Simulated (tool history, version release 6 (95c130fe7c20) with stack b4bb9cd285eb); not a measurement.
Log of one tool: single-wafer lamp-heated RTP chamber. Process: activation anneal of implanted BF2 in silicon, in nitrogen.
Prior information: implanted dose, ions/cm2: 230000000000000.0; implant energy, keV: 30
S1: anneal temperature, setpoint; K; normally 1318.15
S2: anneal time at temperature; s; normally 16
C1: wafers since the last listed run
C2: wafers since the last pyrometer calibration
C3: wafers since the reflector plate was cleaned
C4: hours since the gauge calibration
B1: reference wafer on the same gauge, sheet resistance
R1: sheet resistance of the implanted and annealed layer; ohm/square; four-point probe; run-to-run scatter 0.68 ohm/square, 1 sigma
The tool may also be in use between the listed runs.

run    hour       S1  S2    C1    C2    C3     C4      B1      R1
  1     0.0  1318.15  16     0  7936  2584  257.7  525.66  450.95
       71.0  -- pyrometer window cleaned and pyrometer calibrated
  2    71.4  1318.15  16  1132     7  3717  329.1  525.15  449.58
  3   122.4  1318.15  16   911   919  4628  380.1  524.66  451.07
  4   180.3  1318.15  16  1034  1953  5663  438.0  524.60  450.45
  5   226.2  1318.15  16   820  2773  6483  483.9  523.83  449.08
  6   251.8  1318.15  16   457  3231  6940  509.5  523.46  449.32
      304.4  -- reflector plate cleaned
  7   319.8  1318.15  16  1072  4303   275  577.5  522.77  448.13
  8   390.5  1318.15  16  1263  5566  1538  648.2  522.14  447.61
  9   426.9  1318.15  16   650  6217  2188  684.6  521.31  446.56
 10   471.7  1318.15  22   800  7017  2989  729.4  520.93  442.98
      506.4  -- gauge calibrated
      532.6  -- pyrometer window cleaned and pyrometer calibrated
 11   534.3  1318.15  22   975    31  3965   27.9  524.39  447.60
 12   580.5  1318.15  22   825   856  4790   74.1  524.44  447.98
 13   698.4  1318.15   7  2106  2963  6897  192.0  524.44  454.28
      716.2  -- reflector plate cleaned
 14   753.5  1347.15  16   841  3805   665  247.1  523.83  445.53
 15   800.4  1318.15  16   838  4643  1503  294.0  523.77  448.07
 16   834.9  1318.15  16   616  5259  2120  328.5  523.51  450.31
 17   887.1  1318.15  20   932  6192  3052  380.7  522.96  445.70
 18   933.8  1339.15   9   834  7026  3887  427.4  522.44  450.06
 19   981.6  1293.15  21   854  7880  4741  475.2  522.17  449.25
     1016.8  -- pyrometer window cleaned and pyrometer calibrated
 20  1017.3  1332.15   8   494     9  5236  510.9  521.52  450.90
 21  1074.5  1318.15  16  1022  1031  6258  568.1  521.16  446.57
     1120.4  -- reflector plate cleaned
 22  1137.2  1331.15   9   977  2008   299  630.8  520.24  448.09
 23  1212.1  1318.15  16  1338  3347  1638  705.7  519.25  444.45
 24  1256.6  1301.15  14   795  4142  2433  750.2  518.58  447.31

3 ways to go on from here, each from the tool as it stands after run 24. What would each give?
  A  1257.0  1326.15  16   7  4149  2440  750.6   ?   ?
  B  1257.0  1318.15  24   7  4149  2440  750.6   ?   ?
  C  1257.0  1340.15  16   7  4149  2440  750.6   ?   ?

run      B1      R1
  A  518.56  443.18
  B  518.56  440.97
  C  518.56  441.13
Without the tool's hidden state the same runs would have given:
run      R1
  A  448.61
  B  446.37
  C  446.54

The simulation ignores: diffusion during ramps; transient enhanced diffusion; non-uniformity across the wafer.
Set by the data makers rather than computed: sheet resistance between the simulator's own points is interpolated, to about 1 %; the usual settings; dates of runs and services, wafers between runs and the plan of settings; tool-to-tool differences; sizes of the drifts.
